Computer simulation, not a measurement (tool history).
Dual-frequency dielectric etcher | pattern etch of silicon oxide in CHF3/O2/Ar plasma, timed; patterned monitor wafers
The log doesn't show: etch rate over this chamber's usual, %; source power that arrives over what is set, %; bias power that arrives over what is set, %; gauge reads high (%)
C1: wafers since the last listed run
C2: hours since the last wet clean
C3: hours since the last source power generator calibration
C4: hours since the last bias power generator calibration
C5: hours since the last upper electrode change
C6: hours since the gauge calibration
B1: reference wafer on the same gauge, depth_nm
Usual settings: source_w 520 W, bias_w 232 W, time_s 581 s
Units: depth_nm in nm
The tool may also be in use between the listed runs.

Run 1, hour 0: usual settings; C1 0; C2 245.8; C3 3258.1; C4 511.9; C5 3465.6; C6 1679.2; B1 1156.1. Result: depth_nm 1197.9 nm.
Run 2, hour 98.7: usual settings; C1 194; C2 344.5; C3 3356.8; C4 610.6; C5 3564.3; C6 1777.9; B1 1155.9. Result: depth_nm 1198.7 nm.
Run 3, hour 176.4: usual settings but source_w 610 W, time_s 533.5 s; C1 153; C2 422.2; C3 3434.5; C4 688.3; C5 3642; C6 1855.6; B1 1155. Result: depth_nm 1182.2 nm.
At hour 229.5: wet clean of the chamber.
Run 4, hour 230: usual settings but source_w 610 W, time_s 533.5 s; C1 58; C2 0.5; C3 3488.1; C4 741.9; C5 3695.6; C6 1909.2; B1 1155.7. Result: depth_nm 1185.2 nm.
Run 5, hour 480.6: usual settings but bias_w 254 W; C1 493; C2 251.1; C3 3738.7; C4 992.5; C5 3946.2; C6 2159.8; B1 1157.8. Result: depth_nm 1236.5 nm.
Run 6, hour 581.8: usual settings but bias_w 254 W; C1 199; C2 352.3; C3 3839.9; C4 1093.7; C5 4047.4; C6 2261; B1 1157. Result: depth_nm 1233.2 nm.
Run 7, hour 652.1: usual settings; C1 138; C2 422.6; C3 3910.2; C4 1164; C5 4117.7; C6 2331.3; B1 1158.6. Result: depth_nm 1197.6 nm.
Run 8, hour 708.5: usual settings; C1 111; C2 479; C3 3966.6; C4 1220.4; C5 4174.1; C6 2387.7; B1 1155.8. Result: depth_nm 1206 nm.
At hour 788.4: gauge calibrated.
Run 9, hour 796.7: usual settings; C1 173; C2 567.2; C3 4054.8; C4 1308.6; C5 4262.3; C6 8.3; B1 1106.1. Result: depth_nm 1143.9 nm.
At hour 822.6: wet clean of the chamber.
Run 10, hour 849.5: usual settings; C1 56; C2 26.9; C3 4107.6; C4 1361.4; C5 4315.1; C6 61.1; B1 1109.3. Result: depth_nm 1146.7 nm.
Run 11, hour 899.6: usual settings; C1 98; C2 77; C3 4157.7; C4 1411.5; C5 4365.2; C6 111.2; B1 1112.8. Result: depth_nm 1150.8 nm.
Run 12, hour 957.2: usual settings but source_w 400 W, time_s 525 s; C1 113; C2 134.6; C3 4215.3; C4 1469.1; C5 4422.8; C6 168.8; B1 1113.8. Result: depth_nm 939 nm.
Run 13, hour 1013.4: usual settings; C1 110; C2 190.8; C3 4271.5; C4 1525.3; C5 4479; C6 225; B1 1116.5. Result: depth_nm 1165.4 nm.
Run 14, hour 1116.4: usual settings; C1 202; C2 293.8; C3 4374.5; C4 1628.3; C5 4582; C6 328; B1 1119.6. Result: depth_nm 1165.7 nm.
At hour 1185.5: upper electrode replaced.
Run 15, hour 1187: usual settings but source_w 450 W, bias_w 272 W; C1 91; C2 364.4; C3 4445.1; C4 1698.9; C5 1.5; C6 398.6; B1 1122.8. Result: depth_nm 1145.5 nm.
At hour 1246.2: bias power generator calibrated.
Run 16, hour 1262.1: usual settings but source_w 630 W, bias_w 207 W, time_s 477 s; C1 140; C2 439.5; C3 4520.2; C4 15.9; C5 76.6; C6 473.7; B1 1125.8. Result: depth_nm 1003.7 nm.
Run 17, hour 1334.8: usual settings but source_w 440 W, time_s 513 s; C1 143; C2 512.2; C3 4592.9; C4 88.6; C5 149.3; C6 546.4; B1 1129.4. Result: depth_nm 961.9 nm.
Run 18, hour 1377.3: usual settings but time_s 641 s; C1 83; C2 554.7; C3 4635.4; C4 131.1; C5 191.8; C6 588.9; B1 1129.4. Result: depth_nm 1290.3 nm.
At hour 1407.8: source power generator calibrated.
At hour 1414.4: wet clean of the chamber.
Run 19, hour 1442.7: usual settings; C1 107; C2 28.3; C3 34.9; C4 196.5; C5 257.2; C6 654.3; B1 1129.6. Result: depth_nm 1172.2 nm.
Run 20, hour 1520: usual settings but time_s 479.5 s; C1 152; C2 105.6; C3 112.2; C4 273.8; C5 334.5; C6 731.6; B1 1133.1. Result: depth_nm 972.2 nm.
Run 21, hour 1579.7: usual settings but source_w 460 W, bias_w 187 W, time_s 514.5 s; C1 117; C2 165.3; C3 171.9; C4 333.5; C5 394.2; C6 791.3; B1 1135.9. Result: depth_nm 925.5 nm.
Run 22, hour 1652.2: usual settings but source_w 450 W, bias_w 272 W, time_s 433 s; C1 142; C2 237.8; C3 244.4; C4 406; C5 466.7; C6 863.8; B1 1136.1. Result: depth_nm 867.8 nm.
Run 23, hour 1715.4: usual settings but source_w 450 W, bias_w 182 W, time_s 632.5 s; C1 124; C2 301; C3 307.6; C4 469.2; C5 529.9; C6 927; B1 1138.7. Result: depth_nm 1115.4 nm.
Run 24, hour 1810.6: usual settings; C1 187; C2 396.2; C3 402.8; C4 564.4; C5 625.1; C6 1022.2; B1 1138.3. Result: depth_nm 1187 nm.
Run 25, hour 1846.6: usual settings but source_w 420 W, bias_w 277 W, time_s 476 s; C1 70; C2 432.2; C3 438.8; C4 600.4; C5 661.1; C6 1058.2; B1 1139.8. Result: depth_nm 942 nm.
Run 26, hour 1893.1: usual settings but source_w 590 W, bias_w 199 W; C1 91; C2 478.7; C3 485.3; C4 646.9; C5 707.6; C6 1104.7; B1 1140.1. Result: depth_nm 1190.4 nm.
Run 27, hour 1959.2: usual settings but bias_w 279 W; C1 130; C2 544.8; C3 551.4; C4 713; C5 773.7; C6 1170.8; B1 1140.2. Result: depth_nm 1240.1 nm.
At hour 2023.8: wet clean of the chamber.
Run 28, hour 2024.3: usual settings but source_w 550 W, bias_w 283 W, time_s 749 s; C1 80; C2 0.5; C3 616.5; C4 778.1; C5 838.8; C6 1235.9; B1 1139.6. Result: depth_nm 1658.9 nm.
Run 29, hour 2043.9: usual settings; C1 38; C2 20.1; C3 636.1; C4 797.7; C5 858.4; C6 1255.5; B1 1142. Result: depth_nm 1185.3 nm.

What the log doesn't show, run by run:
etch rate over this chamber's usual, %: 0 in every run
source power that arrives over what is set, %: 0 in every run
bias power that arrives over what is set, %: 0 in every run
H1: gauge reads high (%)
run      H1
  1    4.11
  2    4.16
  3     4.2
  4    4.22
  5    4.31
  6    4.34
  7    4.35
  8    4.37
  9  -0.419
 10  -0.144
 11  0.0993
 12    0.36
 13   0.595
 14   0.982
 15    1.22
 16    1.45
 17    1.65
 18    1.75
 19    1.91
 20    2.07
 21    2.19
 22    2.32
 23    2.42
 24    2.56
 25    2.61
 26    2.67
 27    2.75
 28    2.82
 29    2.84
